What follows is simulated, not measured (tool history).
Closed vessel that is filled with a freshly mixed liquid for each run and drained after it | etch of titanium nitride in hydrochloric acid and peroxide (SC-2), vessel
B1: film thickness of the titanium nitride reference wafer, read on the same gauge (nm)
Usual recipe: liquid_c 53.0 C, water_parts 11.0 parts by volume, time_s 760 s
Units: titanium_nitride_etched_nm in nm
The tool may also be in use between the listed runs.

{"run": 1, "hour": 0.0, "liquid_c": 53.0, "water_parts": 11.0, "time_s": 760, "B1": 150.04, "titanium_nitride_etched_nm": 16.7}
{"run": 2, "hour": 26.2, "liquid_c": 53.0, "water_parts": 11.0, "time_s": 760, "B1": 149.97, "titanium_nitride_etched_nm": 16.6}
{"run": 3, "hour": 75.7, "liquid_c": 53.0, "water_parts": 11.0, "time_s": 760, "B1": 149.99, "titanium_nitride_etched_nm": 16.54}
{"run": 4, "hour": 128.8, "liquid_c": 53.0, "water_parts": 11.0, "time_s": 460, "B1": 150.0, "titanium_nitride_etched_nm": 10.12}
{"run": 5, "hour": 163.7, "liquid_c": 53.0, "water_parts": 11.0, "time_s": 760, "B1": 149.99, "titanium_nitride_etched_nm": 16.63}
{"run": 6, "hour": 224.5, "liquid_c": 53.0, "water_parts": 11.0, "time_s": 760, "B1": 150.02, "titanium_nitride_etched_nm": 16.66}
{"run": 7, "hour": 279.2, "liquid_c": 53.0, "water_parts": 11.0, "time_s": 760, "B1": 149.97, "titanium_nitride_etched_nm": 16.56}
{"hour": 323.7, "done": "new drum of peroxide connected"}
{"run": 8, "hour": 340.0, "liquid_c": 53.0, "water_parts": 11.0, "time_s": 760, "B1": 150.01, "titanium_nitride_etched_nm": 16.25}
{"run": 9, "hour": 402.8, "liquid_c": 53.0, "water_parts": 10.0, "time_s": 760, "B1": 150.04, "titanium_nitride_etched_nm": 17.72}
{"hour": 410.7, "done": "chemicals flow meter replaced"}
{"run": 10, "hour": 434.4, "liquid_c": 53.0, "water_parts": 10.0, "time_s": 760, "B1": 149.97, "titanium_nitride_etched_nm": 17.6}
{"run": 11, "hour": 500.2, "liquid_c": 53.0, "water_parts": 11.0, "time_s": 760, "B1": 150.02, "titanium_nitride_etched_nm": 16.18}
{"hour": 528.4, "done": "thermometer replaced"}
{"run": 12, "hour": 540.0, "liquid_c": 53.0, "water_parts": 11.0, "time_s": 760, "B1": 150.02, "titanium_nitride_etched_nm": 14.84}
{"run": 13, "hour": 582.8, "liquid_c": 53.0, "water_parts": 9.5, "time_s": 760, "B1": 150.0, "titanium_nitride_etched_nm": 16.67}
{"hour": 637.5, "done": "gauge calibrated"}
{"run": 14, "hour": 654.0, "liquid_c": 53.0, "water_parts": 7.0, "time_s": 340, "B1": 149.99, "titanium_nitride_etched_nm": 9.5}
{"run": 15, "hour": 708.0, "liquid_c": 53.0, "water_parts": 11.0, "time_s": 760, "B1": 150.04, "titanium_nitride_etched_nm": 14.62}
{"hour": 731.2, "done": "thermometer replaced, repeated, since the last time left the tool worse"}
{"run": 16, "hour": 733.0, "liquid_c": 53.0, "water_parts": 13.5, "time_s": 760, "B1": 150.01, "titanium_nitride_etched_nm": 15.12}
{"run": 17, "hour": 766.6, "liquid_c": 53.0, "water_parts": 11.0, "time_s": 760, "B1": 149.97, "titanium_nitride_etched_nm": 18.09}
{"run": 18, "hour": 810.7, "liquid_c": 44.0, "water_parts": 13.0, "time_s": 760, "B1": 149.98, "titanium_nitride_etched_nm": 8.5}
{"run": 19, "hour": 881.4, "liquid_c": 49.5, "water_parts": 14.5, "time_s": 1140, "B1": 149.97, "titanium_nitride_etched_nm": 17.06}
{"run": 20, "hour": 935.2, "liquid_c": 53.0, "water_parts": 11.0, "time_s": 760, "B1": 150.04, "titanium_nitride_etched_nm": 18.1}
{"hour": 940.5, "done": "new drum of peroxide connected"}
{"run": 21, "hour": 1028.9, "liquid_c": 59.0, "water_parts": 7.0, "time_s": 895, "B1": 150.0, "titanium_nitride_etched_nm": 45.14}
{"run": 22, "hour": 1076.7, "liquid_c": 53.0, "water_parts": 11.0, "time_s": 760, "B1": 150.01, "titanium_nitride_etched_nm": 17.77}
{"run": 23, "hour": 1120.0, "liquid_c": 48.0, "water_parts": 8.5, "time_s": 1035, "B1": 149.98, "titanium_nitride_etched_nm": 21.21}
{"run": 24, "hour": 1145.4, "liquid_c": 45.0, "water_parts": 11.0, "time_s": 760, "B1": 150.04, "titanium_nitride_etched_nm": 10.31}
{"run": 25, "hour": 1194.1, "liquid_c": 53.0, "water_parts": 11.0, "time_s": 760, "B1": 149.99, "titanium_nitride_etched_nm": 17.36}
{"run": 26, "hour": 1250.2, "liquid_c": 53.0, "water_parts": 16.0, "time_s": 760, "B1": 149.96, "titanium_nitride_etched_nm": 12.77}

Consider 4 possible next runs. They are alternatives, not a sequence: every one starts from the tool as it was left by run 26. What does each give?
{"run": "A", "hour": 1251.1, "liquid_c": 53.0, "water_parts": 15.5, "time_s": 760, "B1": "?", "titanium_nitride_etched_nm": "?"}
{"run": "B", "hour": 1251.1, "liquid_c": 46.5, "water_parts": 9.5, "time_s": 895, "B1": "?", "titanium_nitride_etched_nm": "?"}
{"run": "C", "hour": 1251.1, "liquid_c": 49.5, "water_parts": 14.0, "time_s": 385, "B1": "?", "titanium_nitride_etched_nm": "?"}
{"run": "D", "hour": 1251.1, "liquid_c": 44.0, "water_parts": 16.0, "time_s": 1050, "B1": "?", "titanium_nitride_etched_nm": "?"}

run=A B1=150.02 titanium_nitride_etched_nm=13.15
run=B B1=150.02 titanium_nitride_etched_nm=15.25
run=C B1=150.02 titanium_nitride_etched_nm=5.78
run=D B1=150.02 titanium_nitride_etched_nm=9.62
Take away the tool's hidden state, keep each run's random variation, and the runs would have read:
run=A titanium_nitride_etched_nm=13.58
run=B titanium_nitride_etched_nm=15.77
run=C titanium_nitride_etched_nm=5.97
run=D titanium_nitride_etched_nm=9.95
